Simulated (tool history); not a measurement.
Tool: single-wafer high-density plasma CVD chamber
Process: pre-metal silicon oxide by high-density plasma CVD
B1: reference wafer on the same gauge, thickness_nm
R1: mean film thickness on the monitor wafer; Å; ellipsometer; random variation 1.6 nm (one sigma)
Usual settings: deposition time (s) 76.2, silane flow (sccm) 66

run 1 hour=0 | deposition_time_(s)=76.2 silane_flow_(sccm)=66 | B1=591.684 | R1=5689.72
run 2 hour=16.1 | deposition_time_(s)=76.2 silane_flow_(sccm)=66 | B1=592.62 | R1=5694.78
run 3 hour=38.3 | deposition_time_(s)=76.2 silane_flow_(sccm)=66 | B1=592.471 | R1=5712.27
run 4 hour=63.4 | deposition_time_(s)=76.2 silane_flow_(sccm)=66 | B1=591.753 | R1=5718.18
run 5 hour=80.2 | deposition_time_(s)=76.2 silane_flow_(sccm)=66 | B1=592.547 | R1=5703.84
run 6 hour=95.2 | deposition_time_(s)=76.2 silane_flow_(sccm)=66 | B1=591.633 | R1=5710.72
run 7 hour=128.7 | deposition_time_(s)=76.2 silane_flow_(sccm)=59 | B1=591.708 | R1=5138.52
run 8 hour=152.1 | deposition_time_(s)=76.2 silane_flow_(sccm)=59 | B1=591.828 | R1=5103.52
run 9 hour=177.9 | deposition_time_(s)=82.3 silane_flow_(sccm)=66 | B1=591.747 | R1=6231.32
run 10 hour=206 | deposition_time_(s)=76.2 silane_flow_(sccm)=73 | B1=592.3 | R1=6354.65
run 11 hour=223 | deposition_time_(s)=76.2 silane_flow_(sccm)=73 | B1=592.069 | R1=6367.75
run 12 hour=244.9 | deposition_time_(s)=76.2 silane_flow_(sccm)=66 | B1=591.906 | R1=5748.92

The next listed run, before its measurement:
run 13 hour=309.7 | deposition_time_(s)=86.3 silane_flow_(sccm)=66 | B1=? | R1=?

{"run 13": {"B1": 591.8, "R1": 6491.01}}
Without the tool's hidden state the same run would have given R1 6168.02 Å.
